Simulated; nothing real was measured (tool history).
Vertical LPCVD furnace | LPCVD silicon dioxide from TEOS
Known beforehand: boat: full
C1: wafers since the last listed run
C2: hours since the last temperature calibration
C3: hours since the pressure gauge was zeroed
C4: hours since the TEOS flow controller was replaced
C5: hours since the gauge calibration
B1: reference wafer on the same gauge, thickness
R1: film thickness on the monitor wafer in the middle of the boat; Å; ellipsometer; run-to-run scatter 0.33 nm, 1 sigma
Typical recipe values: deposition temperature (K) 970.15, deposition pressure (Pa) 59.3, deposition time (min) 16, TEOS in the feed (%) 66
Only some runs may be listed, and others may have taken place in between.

{"run": 1, "day": 0.0, "deposition temperature (K)": 970.15, "deposition pressure (Pa)": 59.3, "deposition time (min)": 16, "TEOS in the feed (%)": 66, "C1": 0, "C2": 3392, "C3": 486.4, "C4": 3093.4, "C5": 1494, "B1": 141, "R1": 1285.4}
{"run": 2, "day": 3.775, "deposition temperature (K)": 970.15, "deposition pressure (Pa)": 59.3, "deposition time (min)": 16, "TEOS in the feed (%)": 66, "C1": 1117, "C2": 3482.6, "C3": 577, "C4": 3184, "C5": 1584.6, "B1": 140.96, "R1": 1282.3}
{"run": 3, "day": 5.783, "deposition temperature (K)": 970.15, "deposition pressure (Pa)": 59.3, "deposition time (min)": 16, "TEOS in the feed (%)": 66, "C1": 594, "C2": 3530.8, "C3": 625.2, "C4": 3232.2, "C5": 1632.8, "B1": 141.06, "R1": 1288.2}
{"run": 4, "day": 9.042, "deposition temperature (K)": 970.15, "deposition pressure (Pa)": 59.3, "deposition time (min)": 16, "TEOS in the feed (%)": 66, "C1": 964, "C2": 3609, "C3": 703.4, "C4": 3310.4, "C5": 1711, "B1": 141.02, "R1": 1288.3}
{"run": 5, "day": 13.525, "deposition temperature (K)": 970.15, "deposition pressure (Pa)": 59.3, "deposition time (min)": 16, "TEOS in the feed (%)": 66, "C1": 1326, "C2": 3716.6, "C3": 811, "C4": 3418, "C5": 1818.6, "B1": 141.02, "R1": 1278.1}
{"run": 6, "day": 17.667, "deposition temperature (K)": 970.15, "deposition pressure (Pa)": 59.3, "deposition time (min)": 16, "TEOS in the feed (%)": 66, "C1": 1225, "C2": 3816, "C3": 910.4, "C4": 3517.4, "C5": 1918, "B1": 140.99, "R1": 1284.3}
{"run": 7, "day": 20.712, "deposition temperature (K)": 970.15, "deposition pressure (Pa)": 59.3, "deposition time (min)": 16, "TEOS in the feed (%)": 66, "C1": 901, "C2": 3889.1, "C3": 983.5, "C4": 3590.5, "C5": 1991.1, "B1": 140.99, "R1": 1286.5}
{"day": 23.933, "done": "thermocouples replaced and temperature profile calibrated"}
{"run": 8, "day": 23.954, "deposition temperature (K)": 970.15, "deposition pressure (Pa)": 59.3, "deposition time (min)": 16, "TEOS in the feed (%)": 66, "C1": 663, "C2": 0.5, "C3": 1061.3, "C4": 3668.3, "C5": 2068.9, "B1": 141.03, "R1": 1284.4}
{"run": 9, "day": 26.771, "deposition temperature (K)": 970.15, "deposition pressure (Pa)": 59.3, "deposition time (min)": 16, "TEOS in the feed (%)": 66, "C1": 833, "C2": 68.1, "C3": 1128.9, "C4": 3735.9, "C5": 2136.5, "B1": 140.96, "R1": 1284.2}
{"run": 10, "day": 30.171, "deposition temperature (K)": 970.15, "deposition pressure (Pa)": 59.3, "deposition time (min)": 16, "TEOS in the feed (%)": 66, "C1": 1006, "C2": 149.7, "C3": 1210.5, "C4": 3817.5, "C5": 2218.1, "B1": 141.07, "R1": 1285.6}
{"run": 11, "day": 32.05, "deposition temperature (K)": 970.15, "deposition pressure (Pa)": 59.3, "deposition time (min)": 16, "TEOS in the feed (%)": 66, "C1": 556, "C2": 194.8, "C3": 1255.6, "C4": 3862.6, "C5": 2263.2, "B1": 140.88, "R1": 1284.7}
{"run": 12, "day": 34.242, "deposition temperature (K)": 970.15, "deposition pressure (Pa)": 59.3, "deposition time (min)": 16, "TEOS in the feed (%)": 66, "C1": 648, "C2": 247.4, "C3": 1308.2, "C4": 3915.2, "C5": 2315.8, "B1": 141.07, "R1": 1283.8}
{"run": 13, "day": 36.712, "deposition temperature (K)": 970.15, "deposition pressure (Pa)": 59.3, "deposition time (min)": 16, "TEOS in the feed (%)": 66, "C1": 731, "C2": 306.7, "C3": 1367.5, "C4": 3974.5, "C5": 2375.1, "B1": 140.94, "R1": 1274.9}
{"run": 14, "day": 38.979, "deposition temperature (K)": 980.15, "deposition pressure (Pa)": 70.7, "deposition time (min)": 16, "TEOS in the feed (%)": 74, "C1": 670, "C2": 361.1, "C3": 1421.9, "C4": 4028.9, "C5": 2429.5, "B1": 141.05, "R1": 1869.6}
{"run": 15, "day": 41.142, "deposition temperature (K)": 970.15, "deposition pressure (Pa)": 59.3, "deposition time (min)": 16, "TEOS in the feed (%)": 66, "C1": 639, "C2": 413, "C3": 1473.8, "C4": 4080.8, "C5": 2481.4, "B1": 140.95, "R1": 1278}
{"run": 16, "day": 44.367, "deposition temperature (K)": 970.15, "deposition pressure (Pa)": 59.3, "deposition time (min)": 13.5, "TEOS in the feed (%)": 66, "C1": 954, "C2": 490.4, "C3": 1551.2, "C4": 4158.2, "C5": 2558.8, "B1": 140.93, "R1": 1076.5}
{"day": 48.071, "done": "TEOS flow controller replaced"}
{"run": 17, "day": 48.092, "deposition temperature (K)": 970.15, "deposition pressure (Pa)": 65.3, "deposition time (min)": 22, "TEOS in the feed (%)": 66, "C1": 806, "C2": 579.8, "C3": 1640.6, "C4": 0.5, "C5": 2648.2, "B1": 140.95, "R1": 1841.3}
{"day": 48.404, "done": "gauge calibrated"}
{"run": 18, "day": 51.654, "deposition temperature (K)": 970.15, "deposition pressure (Pa)": 59.3, "deposition time (min)": 16, "TEOS in the feed (%)": 66, "C1": 1054, "C2": 665.3, "C3": 1726.1, "C4": 86, "C5": 78, "B1": 141.09, "R1": 1281}
{"run": 19, "day": 54.238, "deposition temperature (K)": 970.15, "deposition pressure (Pa)": 59.3, "deposition time (min)": 16, "TEOS in the feed (%)": 66, "C1": 764, "C2": 727.3, "C3": 1788.1, "C4": 148, "C5": 140, "B1": 140.97, "R1": 1275.3}
{"run": 20, "day": 58.567, "deposition temperature (K)": 961.15, "deposition pressure (Pa)": 52, "deposition time (min)": 18, "TEOS in the feed (%)": 66, "C1": 1281, "C2": 831.2, "C3": 1892, "C4": 251.9, "C5": 243.9, "B1": 141.02, "R1": 1088.1}
{"run": 21, "day": 60.079, "deposition temperature (K)": 970.15, "deposition pressure (Pa)": 59.3, "deposition time (min)": 16, "TEOS in the feed (%)": 66, "C1": 447, "C2": 867.5, "C3": 1928.3, "C4": 288.2, "C5": 280.2, "B1": 140.96, "R1": 1273.2}
{"run": 22, "day": 72.312, "deposition temperature (K)": 962.15, "deposition pressure (Pa)": 59.3, "deposition time (min)": 16, "TEOS in the feed (%)": 79, "C1": 3620, "C2": 1161.1, "C3": 2221.9, "C4": 581.8, "C5": 573.8, "B1": 140.94, "R1": 1153.6}
{"run": 23, "day": 76.433, "deposition temperature (K)": 980.15, "deposition pressure (Pa)": 59.3, "deposition time (min)": 21, "TEOS in the feed (%)": 66, "C1": 1219, "C2": 1260, "C3": 2320.8, "C4": 680.7, "C5": 672.7, "B1": 140.99, "R1": 2110.5}
{"run": 24, "day": 80.925, "deposition temperature (K)": 970.15, "deposition pressure (Pa)": 68.7, "deposition time (min)": 16, "TEOS in the feed (%)": 60, "C1": 1329, "C2": 1367.8, "C3": 2428.6, "C4": 788.5, "C5": 780.5, "B1": 140.99, "R1": 1307.5}
{"day": 82.888, "done": "pressure gauge zeroed"}
{"run": 25, "day": 83.646, "deposition temperature (K)": 970.15, "deposition pressure (Pa)": 59.3, "deposition time (min)": 16, "TEOS in the feed (%)": 66, "C1": 509, "C2": 1433.1, "C3": 18.2, "C4": 853.8, "C5": 845.8, "B1": 140.98, "R1": 1282.7}
{"run": 26, "day": 86.025, "deposition temperature (K)": 973.15, "deposition pressure (Pa)": 71.3, "deposition time (min)": 16, "TEOS in the feed (%)": 66, "C1": 704, "C2": 1490.2, "C3": 75.3, "C4": 910.9, "C5": 902.9, "B1": 140.99, "R1": 1513.3}
{"run": 27, "day": 87.746, "deposition temperature (K)": 975.15, "deposition pressure (Pa)": 52, "deposition time (min)": 12, "TEOS in the feed (%)": 58, "C1": 509, "C2": 1531.5, "C3": 116.6, "C4": 952.2, "C5": 944.2, "B1": 141.07, "R1": 950.2}
{"run": 28, "day": 91.642, "deposition temperature (K)": 960.15, "deposition pressure (Pa)": 53.3, "deposition time (min)": 18, "TEOS in the feed (%)": 53, "C1": 1152, "C2": 1625, "C3": 210.1, "C4": 1045.7, "C5": 1037.7, "B1": 141.05, "R1": 969.2}
{"run": 29, "day": 95.733, "deposition temperature (K)": 959.15, "deposition pressure (Pa)": 70.7, "deposition time (min)": 22, "TEOS in the feed (%)": 66, "C1": 1210, "C2": 1723.2, "C3": 308.3, "C4": 1143.9, "C5": 1135.9, "B1": 140.99, "R1": 1485.7}
{"run": 30, "day": 98.112, "deposition temperature (K)": 959.15, "deposition pressure (Pa)": 70, "deposition time (min)": 19.5, "TEOS in the feed (%)": 74, "C1": 704, "C2": 1780.3, "C3": 365.4, "C4": 1201, "C5": 1193, "B1": 141, "R1": 1389.1}
{"run": 31, "day": 101.946, "deposition temperature (K)": 962.15, "deposition pressure (Pa)": 50, "deposition time (min)": 10, "TEOS in the feed (%)": 56, "C1": 1134, "C2": 1872.3, "C3": 457.4, "C4": 1293, "C5": 1285, "B1": 140.99, "R1": 560.2}
{"run": 32, "day": 109.792, "deposition temperature (K)": 963.15, "deposition pressure (Pa)": 67.3, "deposition time (min)": 11.5, "TEOS in the feed (%)": 78, "C1": 2321, "C2": 2060.6, "C3": 645.7, "C4": 1481.3, "C5": 1473.3, "B1": 141, "R1": 906.5}

What if the next run were any one of these 3? Each begins from the tool's condition after run 32:
{"run": "A", "day": 109.95, "deposition temperature (K)": 970.15, "deposition pressure (Pa)": 59.3, "deposition time (min)": 16, "TEOS in the feed (%)": 66, "C1": 46, "C2": 2064.4, "C3": 649.5, "C4": 1485.1, "C5": 1477.1, "B1": "?", "R1": "?"}
{"run": "B", "day": 109.95, "deposition temperature (K)": 967.15, "deposition pressure (Pa)": 59.3, "deposition time (min)": 16, "TEOS in the feed (%)": 71, "C1": 46, "C2": 2064.4, "C3": 649.5, "C4": 1485.1, "C5": 1477.1, "B1": "?", "R1": "?"}
{"run": "C", "day": 109.95, "deposition temperature (K)": 978.15, "deposition pressure (Pa)": 63.3, "deposition time (min)": 13.5, "TEOS in the feed (%)": 60, "C1": 46, "C2": 2064.4, "C3": 649.5, "C4": 1485.1, "C5": 1477.1, "B1": "?", "R1": "?"}

run=A B1=141.02 R1=1278.8
run=B B1=141.02 R1=1236.1
run=C B1=141.02 R1=1279.9
With no hidden state in the tool, these same runs would have given:
run=A R1=1280.8
run=B R1=1238.1
run=C R1=1281.7
